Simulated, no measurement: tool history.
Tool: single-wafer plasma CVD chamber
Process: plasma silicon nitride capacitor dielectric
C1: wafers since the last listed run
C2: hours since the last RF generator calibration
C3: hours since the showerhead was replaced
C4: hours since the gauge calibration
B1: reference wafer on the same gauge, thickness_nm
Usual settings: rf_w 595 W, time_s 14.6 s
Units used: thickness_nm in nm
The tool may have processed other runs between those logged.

Run 1, hour 0: usual settings but rf_w 660 W; C1 0; C2 465.2; C3 6768.9; C4 489.3; B1 21.943. Result: thickness_nm 24.117 nm.
Run 2, hour 65.1: usual settings; C1 1535; C2 530.3; C3 6834; C4 554.4; B1 21.922. Result: thickness_nm 23.552 nm.
Run 3, hour 90.1: usual settings; C1 589; C2 555.3; C3 6859; C4 579.4; B1 21.903. Result: thickness_nm 23.563 nm.
Run 4, hour 186: usual settings; C1 2261; C2 651.2; C3 6954.9; C4 675.3; B1 21.915. Result: thickness_nm 23.436 nm.
Run 5, hour 224.7: usual settings; C1 912; C2 689.9; C3 6993.6; C4 714; B1 21.918. Result: thickness_nm 23.468 nm.
Run 6, hour 271.5: usual settings; C1 1103; C2 736.7; C3 7040.4; C4 760.8; B1 21.914. Result: thickness_nm 23.495 nm.
Run 7, hour 298.5: usual settings; C1 636; C2 763.7; C3 7067.4; C4 787.8; B1 21.898. Result: thickness_nm 23.412 nm.
Run 8, hour 335.5: usual settings; C1 872; C2 800.7; C3 7104.4; C4 824.8; B1 21.923. Result: thickness_nm 23.425 nm.
Run 9, hour 377.9: usual settings; C1 999; C2 843.1; C3 7146.8; C4 867.2; B1 21.898. Result: thickness_nm 23.447 nm.
At hour 491.1: gauge calibrated.
Run 10, hour 504.6: usual settings; C1 2988; C2 969.8; C3 7273.5; C4 13.5; B1 22.331. Result: thickness_nm 23.77 nm.
At hour 582: showerhead replaced.
Run 11, hour 604.8: usual settings; C1 2174; C2 1070; C3 22.8; C4 113.7; B1 22.208. Result: thickness_nm 23.821 nm.
Run 12, hour 653.1: usual settings; C1 1139; C2 1118.3; C3 71.1; C4 162; B1 22.195. Result: thickness_nm 23.679 nm.
At hour 706.6: RF generator calibrated.
Run 13, hour 709.5: usual settings; C1 1141; C2 2.9; C3 127.5; C4 218.4; B1 22.148. Result: thickness_nm 23.638 nm.
Run 14, hour 780.3: usual settings; C1 1669; C2 73.7; C3 198.3; C4 289.2; B1 22.11. Result: thickness_nm 23.819 nm.
Run 15, hour 829.4: usual settings; C1 1157; C2 122.8; C3 247.4; C4 338.3; B1 22.121. Result: thickness_nm 23.528 nm.
Run 16, hour 856.3: usual settings but rf_w 655 W; C1 634; C2 149.7; C3 274.3; C4 365.2; B1 22.105. Result: thickness_nm 23.943 nm.
Run 17, hour 909.4: usual settings but rf_w 690 W, time_s 16.7 s; C1 1252; C2 202.8; C3 327.4; C4 418.3; B1 22.069. Result: thickness_nm 28.063 nm.
Run 18, hour 969.2: usual settings; C1 1410; C2 262.6; C3 387.2; C4 478.1; B1 22.079. Result: thickness_nm 23.541 nm.
Run 19, hour 994.6: usual settings but rf_w 700 W, time_s 16.3 s; C1 599; C2 288; C3 412.6; C4 503.5; B1 22.071. Result: thickness_nm 27.3 nm.
Run 20, hour 1061.4: usual settings; C1 1575; C2 354.8; C3 479.4; C4 570.3; B1 22.04. Result: thickness_nm 23.512 nm.
Run 21, hour 1117.6: usual settings but rf_w 650 W, time_s 15.6 s; C1 1325; C2 411; C3 535.6; C4 626.5; B1 22.023. Result: thickness_nm 25.639 nm.
Run 22, hour 1188.7: usual settings but rf_w 665 W, time_s 13.6 s; C1 1676; C2 482.1; C3 606.7; C4 697.6; B1 22.019. Result: thickness_nm 22.521 nm.
Run 23, hour 1248: usual settings but rf_w 640 W, time_s 13.4 s; C1 1398; C2 541.4; C3 666; C4 756.9; B1 22.01. Result: thickness_nm 21.937 nm.
Run 24, hour 1297.4: usual settings but rf_w 640 W, time_s 17 s; C1 1165; C2 590.8; C3 715.4; C4 806.3; B1 21.986. Result: thickness_nm 27.626 nm.

Forecast each of these 5 alternatives for the next run:
Run A, hour 1297.8: usual settings; C1 9; C2 591.2; C3 715.8; C4 806.7; B1 ?. Result: thickness_nm ?.
Run B, hour 1297.8: usual settings but time_s 16.4 s; C1 9; C2 591.2; C3 715.8; C4 806.7; B1 ?. Result: thickness_nm ?.
Run C, hour 1297.8: usual settings but rf_w 535 W, time_s 13.6 s; C1 9; C2 591.2; C3 715.8; C4 806.7; B1 ?. Result: thickness_nm ?.
Run D, hour 1297.8: usual settings but rf_w 710 W, time_s 13.2 s; C1 9; C2 591.2; C3 715.8; C4 806.7; B1 ?. Result: thickness_nm ?.
Run E, hour 1297.8: usual settings but rf_w 520 W; C1 9; C2 591.2; C3 715.8; C4 806.7; B1 ?. Result: thickness_nm ?.

run      B1  thickness_nm
  A  21.985        23.581
  B  21.985        26.488
  C  21.985        21.453
  D  21.985        22.205
  E  21.985        22.887
With no hidden state in the tool, these same runs would have given:
run  thickness_nm
  A        23.898
  B        26.844
  C        21.741
  D        22.504
  E        23.195
